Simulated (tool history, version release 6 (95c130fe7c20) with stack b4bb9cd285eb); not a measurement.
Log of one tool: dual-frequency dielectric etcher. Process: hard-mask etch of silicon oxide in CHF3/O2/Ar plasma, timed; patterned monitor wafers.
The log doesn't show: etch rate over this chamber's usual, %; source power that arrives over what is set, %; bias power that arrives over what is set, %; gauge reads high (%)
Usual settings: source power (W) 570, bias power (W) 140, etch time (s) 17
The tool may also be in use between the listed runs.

run     day  source power (W)  bias power (W)  etch time (s)  wafers since the last listed run  hours since the last wet clean  hours since the last source power generator calibration  hours since the last bias power generator calibration  hours since the last upper electrode change  hours since the gauge calibration  read-back reference wafer on the same gauge, depth_nm  mean etch depth across the wafer (nm)
  1       0               570             140             17                                 0                             0.5                                                   2668.3                                                 3890.3                                       2596.2                              649.2                                                  28.79                                  30.26
  2   0.325               570             140             17                               158                             8.3                                                   2676.1                                                 3898.1                                         2604                                657                                                  28.79                                  30.38
  3   0.879               570             140             17                               270                            21.6                                                   2689.4                                                 3911.4                                       2617.3                              670.3                                                  28.81                                   30.7
  4   1.429               570             140             17                               268                            34.8                                                   2702.6                                                 3924.6                                       2630.5                              683.5                                                  28.78                                  30.56
      2.492  -- bias power generator calibrated
  5   2.512               570             140             17                               448                            60.8                                                   2728.6                                                    0.5                                       2656.5                              709.5                                                   28.8                                  30.27
  6   3.962               570             140             17                               708                            95.6                                                   2763.4                                                   35.3                                       2691.3                              744.3                                                   28.8                                  31.08
  7   5.238               570             140             17                               623                           126.2                                                     2794                                                   65.9                                       2721.9                              774.9                                                  28.82                                  30.66
  8   5.825               570             140           18.5                               287                           140.3                                                   2808.1                                                     80                                         2736                                789                                                  28.78                                  33.18
      6.383  -- gauge calibrated
  9   6.875               570             140             17                               513                           165.5                                                   2833.3                                                  105.2                                       2761.2                               11.8                                                  28.83                                  31.18
      9.054  -- upper electrode replaced
 10   9.075               570             140             17                               586                           218.3                                                   2886.1                                                    158                                          0.5                               64.6                                                  28.73                                  31.47
 11   9.088               570             140             17                                 6                           218.6                                                   2886.4                                                  158.3                                          0.8                               64.9                                                  28.85                                  31.29
 12  11.683               670             126           21.5                              1269                           280.9                                                   2948.7                                                  220.6                                         63.1                              127.2                                                  28.77                                  40.91
 13  12.317               470             140             13                               309                           296.1                                                   2963.9                                                  235.8                                         78.3                              142.4                                                   28.8                                  22.28
 14  13.246               620             107             14                               454                           318.4                                                   2986.2                                                  258.1                                        100.6                              164.7                                                  28.86                                  24.28
 15  14.517               670             126           21.5                               621                           348.9                                                   3016.7                                                  288.6                                        131.1                              195.2                                                  28.83                                   40.9
 16  15.688               570             118           21.5                               572                             377                                                   3044.8                                                  316.7                                        159.2                              223.3                                                  28.82                                  37.82
 17  16.862               630             124             12                               574                           405.2                                                     3073                                                  344.9                                        187.4                              251.5                                                  28.86                                  22.24
 18  17.633               520             140             20                               376                           423.7                                                   3091.5                                                  363.4                                        205.9                                270                                                  28.88                                  36.25
 19  18.262               570             170             17                               307                           438.8                                                   3106.6                                                  378.5                                          221                              285.1                                                  28.81                                  34.44
     19.492  -- wet clean of the chamber
     20.242  -- source power generator calibrated
 20  20.929               430             116           12.5                               733                            34.5                                                     16.5                                                  442.5                                          285                              349.1                                                  28.85                                  19.12
 21  21.521               670             126           21.5                               289                            48.7                                                     30.7                                                  456.7                                        299.2                              363.3                                                  28.85                                  39.88

Forecast run 22:
 22  22.038               620             161             19                               252                            61.1                                                     43.1                                                  469.1                                        311.6                              375.7                                                      ?                                      ?

read-back reference wafer on the same gauge, depth_nm: 28.76
mean etch depth across the wafer (nm): 37.67
Without the tool's hidden state the same run would have given mean etch depth across the wafer (nm) 37.05.

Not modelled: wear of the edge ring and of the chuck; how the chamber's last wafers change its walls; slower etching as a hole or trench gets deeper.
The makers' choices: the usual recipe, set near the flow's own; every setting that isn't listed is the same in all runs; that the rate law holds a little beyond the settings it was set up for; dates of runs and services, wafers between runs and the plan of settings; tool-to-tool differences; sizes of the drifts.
